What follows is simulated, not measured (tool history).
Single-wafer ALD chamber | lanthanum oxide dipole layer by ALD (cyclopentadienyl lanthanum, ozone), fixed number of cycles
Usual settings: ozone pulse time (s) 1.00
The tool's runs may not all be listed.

run	hour	ozone pulse time (s)	wafers since the last listed run	hours since the last thermocouple change	hours since the last ozone generator service	hours since the showerhead was replaced	hours since the gauge calibration	read-back reference wafer on the same gauge, thickness_nm	mean film thickness on the monitor wafer (angstrom)
1	0.0	0.71	0	318.0	104.8	7449.1	1372.0	0.442	4.35
2	57.8	0.71	1123	375.8	162.6	7506.9	1429.8	0.441	4.37
3	97.2	1.25	765	415.2	202.0	7546.3	1469.2	0.442	5.18
4	138.7	1.25	806	456.7	243.5	7587.8	1510.7	0.442	5.18
5	186.2	1.00	923	504.2	291.0	7635.3	1558.2	0.442	4.92
6	245.2	1.00	1146	563.2	350.0	7694.3	1617.2	0.442	4.90
7	289.3	1.00	857	607.3	394.1	7738.4	1661.3	0.442	4.92
8	337.5	1.00	936	655.5	442.3	7786.6	1709.5	0.442	4.91
9	370.0	1.00	631	688.0	474.8	7819.1	1742.0	0.442	4.92
10	436.8	0.88	1298	754.8	541.6	7885.9	1808.8	0.442	4.72
11	480.6	0.88	851	798.6	585.4	7929.7	1852.6	0.442	4.71
12	527.5	0.88	911	845.5	632.3	7976.6	1899.5	0.442	4.72
# hour 540.1: ozone generator serviced
13	557.3	1.00	423	875.3	17.2	8006.4	1929.3	0.442	4.91
14	604.5	1.00	917	922.5	64.4	8053.6	1976.5	0.442	4.91
15	633.2	1.00	557	951.2	93.1	8082.3	2005.2	0.442	4.91
16	673.6	0.73	785	991.6	133.5	8122.7	2045.6	0.442	4.43
17	697.7	1.00	468	1015.7	157.6	8146.8	2069.7	0.442	4.90
# hour 734.0: gauge calibrated
# hour 735.2: showerhead replaced
18	735.7	1.00	583	1053.7	195.6	0.5	1.7	0.442	4.91
19	774.4	1.00	752	1092.4	234.3	39.2	40.4	0.443	4.91
20	811.7	1.38	725	1129.7	271.6	76.5	77.7	0.442	5.28
21	883.2	0.69	1389	1201.2	343.1	148.0	149.2	0.442	4.33
22	949.7	0.78	1292	1267.7	409.6	214.5	215.7	0.442	4.55
# hour 996.6: thermocouple changed; heater temperature recalibrated
23	1005.9	1.20	936	9.3	465.8	270.7	271.9	0.442	5.14
24	1077.1	1.13	1383	80.5	537.0	341.9	343.1	0.442	5.05
25	1148.9	1.12	1395	152.3	608.8	413.7	414.9	0.442	5.05
26	1214.2	1.32	1269	217.6	674.1	479.0	480.2	0.442	5.25
# hour 1243.4: ozone generator serviced
27	1273.7	1.36	1001	277.1	30.3	538.5	539.7	0.442	5.31
28	1326.8	1.00	1032	330.2	83.4	591.6	592.8	0.442	4.89
29	1363.7	0.84	717	367.1	120.3	628.5	629.7	0.442	4.64
30	1429.9	1.28	1286	433.3	186.5	694.7	695.9	0.442	5.20
31	1596.5	1.39	3238	599.9	353.1	861.3	862.5	0.442	5.26
32	1663.7	1.30	1306	667.1	420.3	928.5	929.7	0.443	5.21

Forecast each of these 4 alternatives for the next run:
A	1664.1	0.87	7	667.5	420.7	928.9	930.1	?	?
B	1664.1	1.26	7	667.5	420.7	928.9	930.1	?	?
C	1664.1	0.76	7	667.5	420.7	928.9	930.1	?	?
D	1664.1	1.21	7	667.5	420.7	928.9	930.1	?	?

run	read-back reference wafer on the same gauge, thickness_nm	mean film thickness on the monitor wafer (angstrom)
A	0.442	4.70
B	0.442	5.19
C	0.442	4.49
D	0.442	5.15
Without the tool's hidden state the same runs would have given:
run	mean film thickness on the monitor wafer (angstrom)
A	4.70
B	5.19
C	4.49
D	5.15

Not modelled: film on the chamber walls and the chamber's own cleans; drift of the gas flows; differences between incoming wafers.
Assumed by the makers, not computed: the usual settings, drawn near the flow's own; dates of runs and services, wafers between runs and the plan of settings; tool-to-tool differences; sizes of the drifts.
